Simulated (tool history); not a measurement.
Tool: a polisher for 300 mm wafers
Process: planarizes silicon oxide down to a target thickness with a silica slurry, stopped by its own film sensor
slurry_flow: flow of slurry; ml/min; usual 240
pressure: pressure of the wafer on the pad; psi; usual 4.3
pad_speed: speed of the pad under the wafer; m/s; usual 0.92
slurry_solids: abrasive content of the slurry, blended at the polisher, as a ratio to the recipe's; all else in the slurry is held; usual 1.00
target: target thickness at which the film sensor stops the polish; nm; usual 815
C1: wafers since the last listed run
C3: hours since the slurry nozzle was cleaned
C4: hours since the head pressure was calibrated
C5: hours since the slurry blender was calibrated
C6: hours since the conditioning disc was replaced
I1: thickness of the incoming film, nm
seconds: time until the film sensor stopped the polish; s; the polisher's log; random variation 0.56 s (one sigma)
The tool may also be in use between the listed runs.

{"run": 1, "hour": 0.0, "slurry_flow": 240, "pressure": 4.3, "pad_speed": 0.92, "slurry_solids": 1.0, "target": 815, "C1": 0, "wafers polished on this pad": 3618, "C3": 67.8, "C4": 280.7, "C5": 2.6, "C6": 25.1, "I1": 989.3, "seconds": 60.7}
{"hour": 52.4, "done": "worn pad replaced by a new one"}
{"run": 2, "hour": 84.9, "slurry_flow": 240, "pressure": 4.3, "pad_speed": 0.92, "slurry_solids": 1.0, "target": 815, "C1": 1074, "wafers polished on this pad": 431, "C3": 152.7, "C4": 365.6, "C5": 87.5, "C6": 110.0, "I1": 983.1, "seconds": 60.3}
{"hour": 150.7, "done": "head pressure recalibrated"}
{"run": 3, "hour": 178.3, "slurry_flow": 240, "pressure": 4.3, "pad_speed": 0.92, "slurry_solids": 1.0, "target": 815, "C1": 1214, "wafers polished on this pad": 1645, "C3": 246.1, "C4": 27.6, "C5": 180.9, "C6": 203.4, "I1": 978.7, "seconds": 53.9}
{"run": 4, "hour": 236.4, "slurry_flow": 240, "pressure": 4.3, "pad_speed": 0.92, "slurry_solids": 1.0, "target": 815, "C1": 771, "wafers polished on this pad": 2417, "C3": 304.2, "C4": 85.7, "C5": 239.0, "C6": 261.5, "I1": 969.1, "seconds": 51.4}
{"run": 5, "hour": 285.3, "slurry_flow": 240, "pressure": 4.3, "pad_speed": 0.92, "slurry_solids": 1.15, "target": 815, "C1": 649, "wafers polished on this pad": 3067, "C3": 353.1, "C4": 134.6, "C5": 287.9, "C6": 310.4, "I1": 999.5, "seconds": 58.6}
{"hour": 295.8, "done": "conditioning disc replaced and pad reconditioned"}
{"hour": 383.9, "done": "worn pad replaced by a new one"}
{"run": 6, "hour": 388.1, "slurry_flow": 240, "pressure": 4.3, "pad_speed": 0.92, "slurry_solids": 1.15, "target": 815, "C1": 1286, "wafers polished on this pad": 56, "C3": 455.9, "C4": 237.4, "C5": 390.7, "C6": 92.3, "I1": 974.0, "seconds": 51.9}
{"hour": 476.7, "done": "slurry blender recalibrated"}
{"run": 7, "hour": 492.7, "slurry_flow": 240, "pressure": 4.3, "pad_speed": 0.92, "slurry_solids": 1.15, "target": 815, "C1": 1363, "wafers polished on this pad": 1419, "C3": 560.5, "C4": 342.0, "C5": 16.0, "C6": 196.9, "I1": 999.0, "seconds": 61.9}
{"run": 8, "hour": 566.9, "slurry_flow": 240, "pressure": 3.4, "pad_speed": 0.92, "slurry_solids": 1.0, "target": 815, "C1": 985, "wafers polished on this pad": 2405, "C3": 634.7, "C4": 416.2, "C5": 90.2, "C6": 271.1, "I1": 985.7, "seconds": 76.7}
{"run": 9, "hour": 606.3, "slurry_flow": 240, "pressure": 3.4, "pad_speed": 0.92, "slurry_solids": 1.0, "target": 815, "C1": 523, "wafers polished on this pad": 2928, "C3": 674.1, "C4": 455.6, "C5": 129.6, "C6": 310.5, "I1": 994.0, "seconds": 79.6}
{"hour": 634.4, "done": "head pressure recalibrated"}
{"hour": 645.8, "done": "conditioning disc replaced and pad reconditioned"}
{"hour": 669.7, "done": "worn pad replaced by a new one"}
{"run": 10, "hour": 670.2, "slurry_flow": 240, "pressure": 3.4, "pad_speed": 0.92, "slurry_solids": 1.0, "target": 815, "C1": 742, "wafers polished on this pad": 6, "C3": 738.0, "C4": 35.8, "C5": 193.5, "C6": 24.4, "I1": 993.7, "seconds": 85.3}
{"hour": 754.7, "done": "slurry nozzle cleaned"}
{"run": 11, "hour": 762.5, "slurry_flow": 185, "pressure": 4.3, "pad_speed": 0.92, "slurry_solids": 1.0, "target": 767, "C1": 1213, "wafers polished on this pad": 1219, "C3": 7.8, "C4": 128.1, "C5": 285.8, "C6": 116.7, "I1": 1003.5, "seconds": 91.8}
{"run": 12, "hour": 804.0, "slurry_flow": 240, "pressure": 4.3, "pad_speed": 0.92, "slurry_solids": 1.15, "target": 815, "C1": 551, "wafers polished on this pad": 1770, "C3": 49.3, "C4": 169.6, "C5": 327.3, "C6": 158.2, "I1": 984.7, "seconds": 61.5}
{"hour": 870.8, "done": "slurry blender recalibrated"}
{"run": 13, "hour": 884.6, "slurry_flow": 310, "pressure": 4.3, "pad_speed": 0.68, "slurry_solids": 1.3, "target": 795, "C1": 1044, "wafers polished on this pad": 2814, "C3": 129.9, "C4": 250.2, "C5": 13.8, "C6": 238.8, "I1": 989.0, "seconds": 84.1}
{"hour": 924.3, "done": "conditioning disc replaced and pad reconditioned"}
{"run": 14, "hour": 966.6, "slurry_flow": 240, "pressure": 4.3, "pad_speed": 0.92, "slurry_solids": 1.0, "target": 815, "C1": 1062, "wafers polished on this pad": 3877, "C3": 211.9, "C4": 332.2, "C5": 95.8, "C6": 42.3, "I1": 1003.9, "seconds": 75.3}
{"hour": 977.8, "done": "head pressure recalibrated, repeated, since the last time left the tool worse"}
{"run": 15, "hour": 1009.4, "slurry_flow": 240, "pressure": 4.3, "pad_speed": 0.78, "slurry_solids": 1.0, "target": 815, "C1": 542, "wafers polished on this pad": 4419, "C3": 254.7, "C4": 31.6, "C5": 138.6, "C6": 85.1, "I1": 985.8, "seconds": 64.0}
{"hour": 1017.6, "done": "worn pad replaced by a new one"}
{"run": 16, "hour": 1112.5, "slurry_flow": 160, "pressure": 3.2, "pad_speed": 1.04, "slurry_solids": 1.3, "target": 815, "C1": 1316, "wafers polished on this pad": 1261, "C3": 357.8, "C4": 134.7, "C5": 241.7, "C6": 188.2, "I1": 999.3, "seconds": 72.4}
{"run": 17, "hour": 1178.3, "slurry_flow": 270, "pressure": 4.3, "pad_speed": 0.82, "slurry_solids": 1.0, "target": 815, "C1": 874, "wafers polished on this pad": 2135, "C3": 423.6, "C4": 200.5, "C5": 307.5, "C6": 254.0, "I1": 1002.7, "seconds": 70.2}
{"hour": 1223.8, "done": "conditioning disc replaced and pad reconditioned"}
{"hour": 1250.9, "done": "slurry blender recalibrated"}
{"run": 18, "hour": 1273.9, "slurry_flow": 210, "pressure": 4.3, "pad_speed": 0.92, "slurry_solids": 1.0, "target": 815, "C1": 1217, "wafers polished on this pad": 3352, "C3": 519.2, "C4": 296.1, "C5": 23.0, "C6": 50.1, "I1": 1001.3, "seconds": 65.2}
{"hour": 1343.8, "done": "worn pad replaced by a new one"}
{"run": 19, "hour": 1358.0, "slurry_flow": 210, "pressure": 4.3, "pad_speed": 0.92, "slurry_solids": 1.0, "target": 815, "C1": 1064, "wafers polished on this pad": 189, "C3": 603.3, "C4": 380.2, "C5": 107.1, "C6": 134.2, "I1": 987.5, "seconds": 61.7}
{"run": 20, "hour": 1416.6, "slurry_flow": 240, "pressure": 4.3, "pad_speed": 0.92, "slurry_solids": 1.0, "target": 844, "C1": 778, "wafers polished on this pad": 967, "C3": 661.9, "C4": 438.8, "C5": 165.7, "C6": 192.8, "I1": 996.7, "seconds": 54.0}
{"hour": 1446.0, "done": "slurry nozzle cleaned"}
{"run": 21, "hour": 1455.4, "slurry_flow": 190, "pressure": 5.5, "pad_speed": 1.14, "slurry_solids": 1.0, "target": 815, "C1": 502, "wafers polished on this pad": 1470, "C3": 9.4, "C4": 477.6, "C5": 204.5, "C6": 231.6, "I1": 980.0, "seconds": 39.7}

The next listed run, before its measurement:
{"hour": 1484.2, "done": "head pressure recalibrated"}
{"hour": 1537.4, "done": "conditioning disc replaced and pad reconditioned"}
{"run": 22, "hour": 1541.0, "slurry_flow": 240, "pressure": 4.3, "pad_speed": 0.92, "slurry_solids": 1.0, "target": 815, "C1": 1084, "wafers polished on this pad": 2554, "C3": 95.0, "C4": 56.8, "C5": 290.1, "C6": 3.6, "I1": 988.1, "seconds": "?"}

{"run 22": {"seconds": 58.3}}
Without the tool's hidden state the same run would have given seconds 57.9 s.
